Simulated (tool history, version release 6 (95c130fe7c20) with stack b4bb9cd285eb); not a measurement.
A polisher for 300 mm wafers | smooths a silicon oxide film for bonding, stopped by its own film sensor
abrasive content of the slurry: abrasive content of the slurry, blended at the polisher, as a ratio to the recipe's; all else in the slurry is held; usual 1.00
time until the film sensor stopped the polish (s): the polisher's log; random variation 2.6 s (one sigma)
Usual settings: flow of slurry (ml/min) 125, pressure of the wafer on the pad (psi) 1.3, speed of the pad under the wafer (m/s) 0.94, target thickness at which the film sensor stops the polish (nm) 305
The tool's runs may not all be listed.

| run | hour | flow of slurry (ml/min) | pressure of the wafer on the pad (psi) | speed of the pad under the wafer (m/s) | abrasive content of the slurry | target thickness at which the film sensor stops the polish (nm) | incoming thickness of the incoming film, nm | time until the film sensor stopped the polish (s) |
|---|---|---|---|---|---|---|---|---|
| 1 | 0.0 | 125 | 1.3 | 0.94 | 1.00 | 305 | 363.1 | 171.7 |
| 2 | 8.0 | 125 | 1.3 | 0.94 | 1.00 | 305 | 362.2 | 172.2 |
| 3 | 18.6 | 125 | 1.3 | 0.94 | 1.00 | 305 | 364.6 | 181.6 |
| 4 | 27.6 | 125 | 1.3 | 1.04 | 1.00 | 311 | 361.4 | 144.7 |
| 5 | 34.2 | 125 | 1.3 | 1.04 | 1.00 | 311 | 362.9 | 148.7 |
|  | 38.7 | slurry nozzle cleaned |
| 6 | 48.7 | 125 | 1.3 | 0.94 | 1.05 | 305 | 358.9 | 159.6 |
|  | 56.7 | worn pad replaced by a new one |
| 7 | 62.5 | 125 | 1.0 | 0.94 | 1.00 | 319 | 358.8 | 143.6 |
| 8 | 77.3 | 125 | 1.0 | 0.94 | 1.00 | 319 | 367.0 | 174.4 |
| 9 | 91.7 | 125 | 1.0 | 0.94 | 1.00 | 319 | 356.7 | 134.8 |
| 10 | 108.3 | 125 | 1.3 | 0.94 | 1.00 | 293 | 357.9 | 201.6 |
| 11 | 124.5 | 125 | 1.3 | 0.94 | 1.00 | 293 | 357.9 | 202.0 |
|  | 141.4 | worn pad replaced by a new one |
| 12 | 141.9 | 125 | 1.3 | 0.94 | 1.00 | 293 | 355.3 | 188.5 |
| 13 | 154.9 | 125 | 1.3 | 0.94 | 1.00 | 305 | 354.7 | 155.3 |
| 14 | 171.6 | 125 | 1.3 | 0.94 | 1.00 | 305 | 366.0 | 194.3 |
| 15 | 186.1 | 125 | 0.8 | 0.94 | 1.00 | 320 | 355.5 | 147.0 |
|  | 189.6 | slurry blender recalibrated |
| 16 | 201.0 | 125 | 1.3 | 0.94 | 1.00 | 305 | 363.7 | 168.0 |
| 17 | 212.0 | 125 | 1.5 | 0.94 | 1.00 | 299 | 357.7 | 151.2 |
| 18 | 226.6 | 125 | 1.5 | 0.94 | 1.00 | 294 | 360.4 | 170.8 |
| 19 | 233.8 | 125 | 1.3 | 0.94 | 0.90 | 305 | 358.6 | 162.4 |
| 20 | 244.1 | 85 | 1.1 | 0.94 | 1.15 | 305 | 363.1 | 196.5 |
|  | 250.5 | worn pad replaced by a new one, of another model than before |
| 21 | 257.5 | 125 | 1.3 | 0.94 | 1.00 | 288 | 360.9 | 221.3 |
| 22 | 274.4 | 160 | 1.1 | 0.94 | 1.00 | 294 | 359.2 | 206.8 |
| 23 | 287.0 | 155 | 1.7 | 0.94 | 0.80 | 312 | 364.5 | 135.1 |

Forecast run 24:
|  | 297.9 | slurry nozzle cleaned |
|  | 310.3 | head pressure recalibrated |
| 24 | 321.6 | 165 | 1.8 | 0.94 | 0.75 | 315 | 360.1 | ? |

time until the film sensor stopped the polish (s): 109.4
Without the tool's hidden state the same run would have given time until the film sensor stopped the polish (s) 97.8.

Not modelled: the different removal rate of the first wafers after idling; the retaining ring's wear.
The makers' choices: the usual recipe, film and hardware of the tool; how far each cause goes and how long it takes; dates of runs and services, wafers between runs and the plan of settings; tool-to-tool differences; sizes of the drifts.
